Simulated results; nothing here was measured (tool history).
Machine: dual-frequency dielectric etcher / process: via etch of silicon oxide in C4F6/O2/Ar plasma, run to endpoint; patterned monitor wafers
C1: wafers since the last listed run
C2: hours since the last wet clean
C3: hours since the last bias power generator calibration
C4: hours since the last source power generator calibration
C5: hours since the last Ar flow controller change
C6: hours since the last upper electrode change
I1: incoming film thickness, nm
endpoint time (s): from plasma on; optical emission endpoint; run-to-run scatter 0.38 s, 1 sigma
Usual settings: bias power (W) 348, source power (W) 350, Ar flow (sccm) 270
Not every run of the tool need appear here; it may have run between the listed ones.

run 1 hour=0.0 | bias_power_(W)=348 source_power_(W)=350 Ar_flow_(sccm)=270 | C1=0 C2=291.0 C3=2000.7 C4=3519.7 C5=544.2 C6=2892.7 | I1=184.9 | endpoint_time_(s)=49.1
-- hour=83.3 wet clean of the chamber
run 2 hour=144.6 | bias_power_(W)=416 source_power_(W)=350 Ar_flow_(sccm)=270 | C1=1389 C2=61.3 C3=2145.3 C4=3664.3 C5=688.8 C6=3037.3 | I1=186.6 | endpoint_time_(s)=45.9
run 3 hour=213.8 | bias_power_(W)=348 source_power_(W)=350 Ar_flow_(sccm)=270 | C1=797 C2=130.5 C3=2214.5 C4=3733.5 C5=758.0 C6=3106.5 | I1=186.7 | endpoint_time_(s)=49.0
run 4 hour=281.1 | bias_power_(W)=348 source_power_(W)=350 Ar_flow_(sccm)=270 | C1=775 C2=197.8 C3=2281.8 C4=3800.8 C5=825.3 C6=3173.8 | I1=187.2 | endpoint_time_(s)=48.7
run 5 hour=306.6 | bias_power_(W)=348 source_power_(W)=350 Ar_flow_(sccm)=270 | C1=293 C2=223.3 C3=2307.3 C4=3826.3 C5=850.8 C6=3199.3 | I1=186.2 | endpoint_time_(s)=49.1
run 6 hour=360.4 | bias_power_(W)=348 source_power_(W)=350 Ar_flow_(sccm)=254 | C1=619 C2=277.1 C3=2361.1 C4=3880.1 C5=904.6 C6=3253.1 | I1=186.1 | endpoint_time_(s)=49.3
run 7 hour=431.4 | bias_power_(W)=348 source_power_(W)=390 Ar_flow_(sccm)=270 | C1=818 C2=348.1 C3=2432.1 C4=3951.1 C5=975.6 C6=3324.1 | I1=186.1 | endpoint_time_(s)=47.7
-- hour=486.7 wet clean of the chamber
run 8 hour=489.0 | bias_power_(W)=348 source_power_(W)=390 Ar_flow_(sccm)=270 | C1=387 C2=2.3 C3=2489.7 C4=4008.7 C5=1033.2 C6=3381.7 | I1=186.7 | endpoint_time_(s)=43.5
run 9 hour=549.7 | bias_power_(W)=348 source_power_(W)=390 Ar_flow_(sccm)=270 | C1=699 C2=63.0 C3=2550.4 C4=4069.4 C5=1093.9 C6=3442.4 | I1=186.8 | endpoint_time_(s)=43.5
run 10 hour=603.7 | bias_power_(W)=348 source_power_(W)=290 Ar_flow_(sccm)=270 | C1=622 C2=117.0 C3=2604.4 C4=4123.4 C5=1147.9 C6=3496.4 | I1=186.9 | endpoint_time_(s)=48.3
run 11 hour=629.5 | bias_power_(W)=348 source_power_(W)=290 Ar_flow_(sccm)=270 | C1=297 C2=142.8 C3=2630.2 C4=4149.2 C5=1173.7 C6=3522.2 | I1=186.7 | endpoint_time_(s)=49.0
run 12 hour=701.4 | bias_power_(W)=348 source_power_(W)=290 Ar_flow_(sccm)=270 | C1=828 C2=214.7 C3=2702.1 C4=4221.1 C5=1245.6 C6=3594.1 | I1=187.3 | endpoint_time_(s)=48.4
run 13 hour=738.4 | bias_power_(W)=317 source_power_(W)=350 Ar_flow_(sccm)=226 | C1=426 C2=251.7 C3=2739.1 C4=4258.1 C5=1282.6 C6=3631.1 | I1=187.1 | endpoint_time_(s)=46.5
-- hour=782.1 wet clean of the chamber, repeated, since the last time left the tool worse
run 14 hour=782.6 | bias_power_(W)=305 source_power_(W)=300 Ar_flow_(sccm)=303 | C1=232 C2=0.5 C3=2783.3 C4=4302.3 C5=1326.8 C6=3675.3 | I1=187.8 | endpoint_time_(s)=54.0
-- hour=813.9 bias power generator calibrated
run 15 hour=848.0 | bias_power_(W)=398 source_power_(W)=380 Ar_flow_(sccm)=301 | C1=707 C2=65.9 C3=34.1 C4=4367.7 C5=1392.2 C6=3740.7 | I1=185.8 | endpoint_time_(s)=45.6
-- hour=907.5 upper electrode replaced
run 16 hour=908.0 | bias_power_(W)=348 source_power_(W)=350 Ar_flow_(sccm)=270 | C1=414 C2=125.9 C3=94.1 C4=4427.7 C5=1452.2 C6=0.5 | I1=184.9 | endpoint_time_(s)=48.4
run 17 hour=933.2 | bias_power_(W)=348 source_power_(W)=350 Ar_flow_(sccm)=270 | C1=290 C2=151.1 C3=119.3 C4=4452.9 C5=1477.4 C6=25.7 | I1=187.0 | endpoint_time_(s)=48.9
run 18 hour=1004.1 | bias_power_(W)=422 source_power_(W)=350 Ar_flow_(sccm)=249 | C1=816 C2=222.0 C3=190.2 C4=4523.8 C5=1548.3 C6=96.6 | I1=186.3 | endpoint_time_(s)=46.2
-- hour=1059.7 source power generator calibrated
run 19 hour=1062.8 | bias_power_(W)=311 source_power_(W)=350 Ar_flow_(sccm)=202 | C1=630 C2=280.7 C3=248.9 C4=3.1 C5=1607.0 C6=155.3 | I1=187.6 | endpoint_time_(s)=50.0
-- hour=1078.5 Ar flow controller replaced
run 20 hour=1096.1 | bias_power_(W)=348 source_power_(W)=350 Ar_flow_(sccm)=222 | C1=314 C2=314.0 C3=282.2 C4=36.4 C5=17.6 C6=188.6 | I1=183.8 | endpoint_time_(s)=48.7
-- hour=1167.4 wet clean of the chamber
run 21 hour=1167.9 | bias_power_(W)=274 source_power_(W)=420 Ar_flow_(sccm)=246 | C1=550 C2=0.5 C3=354.0 C4=108.2 C5=89.4 C6=260.4 | I1=186.2 | endpoint_time_(s)=48.4
run 22 hour=1202.5 | bias_power_(W)=348 source_power_(W)=350 Ar_flow_(sccm)=270 | C1=398 C2=35.1 C3=388.6 C4=142.8 C5=124.0 C6=295.0 | I1=186.6 | endpoint_time_(s)=48.2
run 23 hour=1265.9 | bias_power_(W)=279 source_power_(W)=350 Ar_flow_(sccm)=252 | C1=730 C2=98.5 C3=452.0 C4=206.2 C5=187.4 C6=358.4 | I1=185.6 | endpoint_time_(s)=51.6
run 24 hour=1334.9 | bias_power_(W)=348 source_power_(W)=350 Ar_flow_(sccm)=270 | C1=795 C2=167.5 C3=521.0 C4=275.2 C5=256.4 C6=427.4 | I1=185.9 | endpoint_time_(s)=48.8
run 25 hour=1367.3 | bias_power_(W)=348 source_power_(W)=350 Ar_flow_(sccm)=270 | C1=373 C2=199.9 C3=553.4 C4=307.6 C5=288.8 C6=459.8 | I1=187.6 | endpoint_time_(s)=49.9
run 26 hour=1414.1 | bias_power_(W)=348 source_power_(W)=380 Ar_flow_(sccm)=295 | C1=539 C2=246.7 C3=600.2 C4=354.4 C5=335.6 C6=506.6 | I1=186.2 | endpoint_time_(s)=48.0
run 27 hour=1453.4 | bias_power_(W)=315 source_power_(W)=430 Ar_flow_(sccm)=206 | C1=452 C2=286.0 C3=639.5 C4=393.7 C5=374.9 C6=545.9 | I1=185.7 | endpoint_time_(s)=45.9

Alternative continuations, all from the tool just after run 27; predict every row:
run A hour=1453.8 | bias_power_(W)=348 source_power_(W)=350 Ar_flow_(sccm)=270 | C1=4 C2=286.4 C3=639.9 C4=394.1 C5=375.3 C6=546.3 | I1=185.1 | endpoint_time_(s)=?
run B hour=1453.8 | bias_power_(W)=348 source_power_(W)=350 Ar_flow_(sccm)=208 | C1=4 C2=286.4 C3=639.9 C4=394.1 C5=375.3 C6=546.3 | I1=185.1 | endpoint_time_(s)=?
run C hour=1453.8 | bias_power_(W)=348 source_power_(W)=410 Ar_flow_(sccm)=270 | C1=4 C2=286.4 C3=639.9 C4=394.1 C5=375.3 C6=546.3 | I1=185.1 | endpoint_time_(s)=?
run D hour=1453.8 | bias_power_(W)=410 source_power_(W)=420 Ar_flow_(sccm)=229 | C1=4 C2=286.4 C3=639.9 C4=394.1 C5=375.3 C6=546.3 | I1=185.1 | endpoint_time_(s)=?
run E hour=1453.8 | bias_power_(W)=348 source_power_(W)=270 Ar_flow_(sccm)=303 | C1=4 C2=286.4 C3=639.9 C4=394.1 C5=375.3 C6=546.3 | I1=185.1 | endpoint_time_(s)=?

run=A endpoint_time_(s)=49.2
run=B endpoint_time_(s)=48.0
run=C endpoint_time_(s)=46.8
run=D endpoint_time_(s)=43.4
run=E endpoint_time_(s)=54.1
With no hidden state in the tool, these same runs would have given:
run=A endpoint_time_(s)=47.8
run=B endpoint_time_(s)=46.6
run=C endpoint_time_(s)=45.4
run=D endpoint_time_(s)=42.1
run=E endpoint_time_(s)=52.5
